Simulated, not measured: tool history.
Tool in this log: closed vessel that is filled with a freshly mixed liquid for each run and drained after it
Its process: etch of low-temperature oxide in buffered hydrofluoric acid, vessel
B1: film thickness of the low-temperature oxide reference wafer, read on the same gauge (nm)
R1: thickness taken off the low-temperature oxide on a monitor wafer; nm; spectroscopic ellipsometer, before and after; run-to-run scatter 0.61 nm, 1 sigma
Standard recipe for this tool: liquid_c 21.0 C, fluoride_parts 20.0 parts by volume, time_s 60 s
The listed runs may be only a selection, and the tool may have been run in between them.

Run 1, day 0.000: usual settings; B1 150.02. Result: R1 103.16 nm.
Run 2, day 1.829: usual settings but liquid_c 25.0 C; B1 150.06. Result: R1 128.76 nm.
Run 3, day 4.708: usual settings; B1 150.00. Result: R1 102.78 nm.
Run 4, day 6.950: usual settings; B1 149.96. Result: R1 102.40 nm.
Run 5, day 9.925: usual settings; B1 150.00. Result: R1 103.10 nm.
Run 6, day 14.004: usual settings but liquid_c 24.0 C; B1 149.99. Result: R1 121.46 nm.
Run 7, day 16.250: usual settings but liquid_c 24.0 C; B1 149.98. Result: R1 120.31 nm.
Run 8, day 18.650: usual settings but liquid_c 24.0 C; B1 150.04. Result: R1 120.70 nm.
Run 9, day 21.379: usual settings but fluoride_parts 25.5 parts by volume, time_s 45 s; B1 150.02. Result: R1 65.62 nm.
Run 10, day 23.821: usual settings; B1 150.04. Result: R1 102.11 nm.
Run 11, day 25.900: usual settings; B1 150.03. Result: R1 103.42 nm.
At day 25.975: gauge calibrated.
Run 12, day 28.567: usual settings but liquid_c 19.5 C; B1 149.95. Result: R1 94.37 nm.
Run 13, day 31.233: usual settings but liquid_c 19.5 C; B1 149.98. Result: R1 93.48 nm.
Run 14, day 32.458: usual settings but time_s 75 s; B1 150.01. Result: R1 127.37 nm.
Run 15, day 34.488: usual settings but time_s 75 s; B1 150.00. Result: R1 128.32 nm.
Run 16, day 36.067: usual settings; B1 149.97. Result: R1 103.84 nm.
Run 17, day 37.112: usual settings but time_s 45 s; B1 150.01. Result: R1 77.61 nm.
Run 18, day 39.450: usual settings but liquid_c 24.0 C, fluoride_parts 26.0 parts by volume, time_s 30 s; B1 150.00. Result: R1 50.70 nm.
Run 19, day 40.750: usual settings; B1 150.00. Result: R1 102.38 nm.
At day 40.933: hydrofluoric acid flow meter replaced.
Run 20, day 42.767: usual settings but liquid_c 25.0 C; B1 150.01. Result: R1 132.43 nm.
Run 21, day 45.212: usual settings but liquid_c 17.0 C, time_s 70 s; B1 149.98. Result: R1 98.44 nm.
At day 47.354: thermometer replaced.
Run 22, day 48.083: usual settings but liquid_c 19.5 C; B1 150.02. Result: R1 93.63 nm.
Run 23, day 50.996: usual settings but liquid_c 17.5 C, fluoride_parts 14.0 parts by volume, time_s 40 s; B1 149.96. Result: R1 79.13 nm.
Run 24, day 52.212: usual settings but liquid_c 25.5 C, fluoride_parts 16.5 parts by volume, time_s 80 s; B1 150.00. Result: R1 210.46 nm.
Run 25, day 54.588: usual settings but time_s 30 s; B1 150.01. Result: R1 51.28 nm.
Run 26, day 56.088: usual settings but time_s 75 s; B1 150.02. Result: R1 129.65 nm.
Run 27, day 57.683: usual settings but liquid_c 19.5 C, fluoride_parts 14.5 parts by volume; B1 149.97. Result: R1 128.23 nm.
Run 28, day 60.342: usual settings but liquid_c 17.0 C, fluoride_parts 14.5 parts by volume, time_s 40 s; B1 150.01. Result: R1 74.37 nm.
Run 29, day 62.925: usual settings but fluoride_parts 24.5 parts by volume; B1 150.03. Result: R1 88.96 nm.
Run 30, day 64.196: usual settings but liquid_c 17.0 C, fluoride_parts 13.5 parts by volume, time_s 45 s; B1 149.99. Result: R1 89.75 nm.
Run 31, day 67.021: usual settings but liquid_c 18.0 C, fluoride_parts 25.5 parts by volume, time_s 90 s; B1 149.95. Result: R1 108.77 nm.
Run 32, day 69.767: usual settings but liquid_c 22.5 C, fluoride_parts 27.0 parts by volume, time_s 85 s; B1 150.05. Result: R1 127.22 nm.
Run 33, day 71.171: usual settings; B1 149.97. Result: R1 102.92 nm.

The same runs without the tool's hidden state, with the same run-to-run variation:
The tool's hidden condition here consists of: liquid hotter than its thermometer reads (K); hydrofluoric acid flow below the setpoint (%); gauge reads high (%).
run      R1
  1  103.07
  2  128.73
  3  102.73
  4  102.39
  5  103.11
  6  121.58
  7  120.42
  8  120.87
  9   65.69
 10  102.22
 11  103.56
 12   94.48
 13   93.64
 14  127.62
 15  128.62
 16  104.10
 17   77.79
 18   50.84
 19  102.67
 20  128.70
 21   95.55
 22   94.06
 23   79.74
 24  212.14
 25   51.54
 26  130.33
 27  129.45
 28   75.11
 29   89.48
 30   90.74
 31  109.41
 32  127.99
 33  103.54
